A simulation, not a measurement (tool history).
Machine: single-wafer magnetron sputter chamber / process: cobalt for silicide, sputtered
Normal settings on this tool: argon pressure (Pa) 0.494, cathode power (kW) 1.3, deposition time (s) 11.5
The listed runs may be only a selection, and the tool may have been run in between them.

run,hour,argon pressure (Pa),cathode power (kW),deposition time (s),"read-back reference wafer on the same gauge, thickness_nm",mean film thickness on the monitor wafer (Å)
1,0,0.494,1.3,12.3,6.49,77.87
# hour 190.6: sputter target and shields replaced
2,213.7,0.494,1.3,12.3,6.489,79.4
3,321.3,0.494,1.3,12.3,6.494,78.99
4,398.1,0.494,1.3,11.5,6.491,73.38
5,449.3,0.494,1.3,11.5,6.492,72.77
6,496.4,0.449,1.3,11.5,6.495,73.53
7,536.6,0.449,1.3,11.5,6.486,73.7
8,634.3,0.449,1.3,11.5,6.49,73.54
# hour 712.6: sputter target and shields replaced
9,741.3,0.494,1.3,11.5,6.488,75.5
10,781.9,0.494,1.3,11.5,6.495,73.76
11,845.7,0.494,1.3,11.5,6.491,73.87
12,888.4,0.494,1.3,10.3,6.49,65.87
# hour 955.1: capacitance manometer re-zeroed and calibrated
13,974.3,0.494,1.3,11.5,6.492,73.44
14,1029.7,0.494,1.3,11.5,6.496,72.73
15,1132.7,0.417,1.3,12.4,6.491,80.11
16,1230.8,0.417,1.3,12.4,6.484,78.96
17,1296,0.615,1.45,12.9,6.491,89.26
# hour 1308.6: sputter target and shields replaced
18,1358.8,0.494,1.3,9.9,6.493,63.29
# hour 1431.1: magnet pack replaced, of another model than before
19,1459.9,0.494,1.2,10.3,6.487,61.23
20,1502.1,0.345,1.45,9.6,6.492,69.69
21,1600,0.494,1.4,11.5,6.492,78.69
22,1654.2,0.57,1.3,11.5,6.49,71.24
23,1703.5,0.494,1.3,11.5,6.488,72.99
24,1787.1,0.614,1.3,12.1,6.488,74.96
# hour 1822.6: sputter target and shields replaced
25,1877,0.494,1.4,9.8,6.489,67.89
# hour 1886.5: gauge calibrated
26,1983,0.317,1.3,11.5,6.483,74.43
27,2033.6,0.406,1.6,11.5,6.49,91.85
28,2104.5,0.314,1.3,13.3,6.489,87.26
29,2157.5,0.494,1.3,13.1,6.489,82.82
30,2246.9,0.417,1.3,12.4,6.496,78.98
31,2341.9,0.385,1.4,9.8,6.492,67.56
# hour 2352.9: sputter target and shields replaced
32,2401.7,0.449,1.3,11.5,6.488,74.97
33,2481.2,0.596,1.4,9.4,6.489,64.45
34,2581.9,0.494,1.3,11.5,6.481,73.22
35,2656.9,0.494,1.3,11.5,6.488,73.3
36,2743.9,0.494,1.3,11.5,6.487,72.43

The logged runs with the hidden state left out (each run's random variation unchanged):
Unlogged tool condition in this case: deposition rate above that of a new target (%); true argon pressure above the setpoint (%); gauge reads high (%).
run,mean film thickness on the monitor wafer (Å)
1,80.22
2,79.88
3,80.4
4,75.08
5,74.64
6,75.55
7,75.81
8,75.82
9,75.92
10,74.54
11,75.11
12,67.19
13,75.25
14,74.67
15,82.45
16,81.39
17,92.07
18,63.97
19,62.48
20,71.32
21,80.89
22,73.36
23,75.26
24,77.4
25,68.57
26,75.92
27,93.99
28,89.58
29,85.17
30,81.39
31,69.72
32,75.61
33,65.52
34,74.93
35,75.23
36,74.53
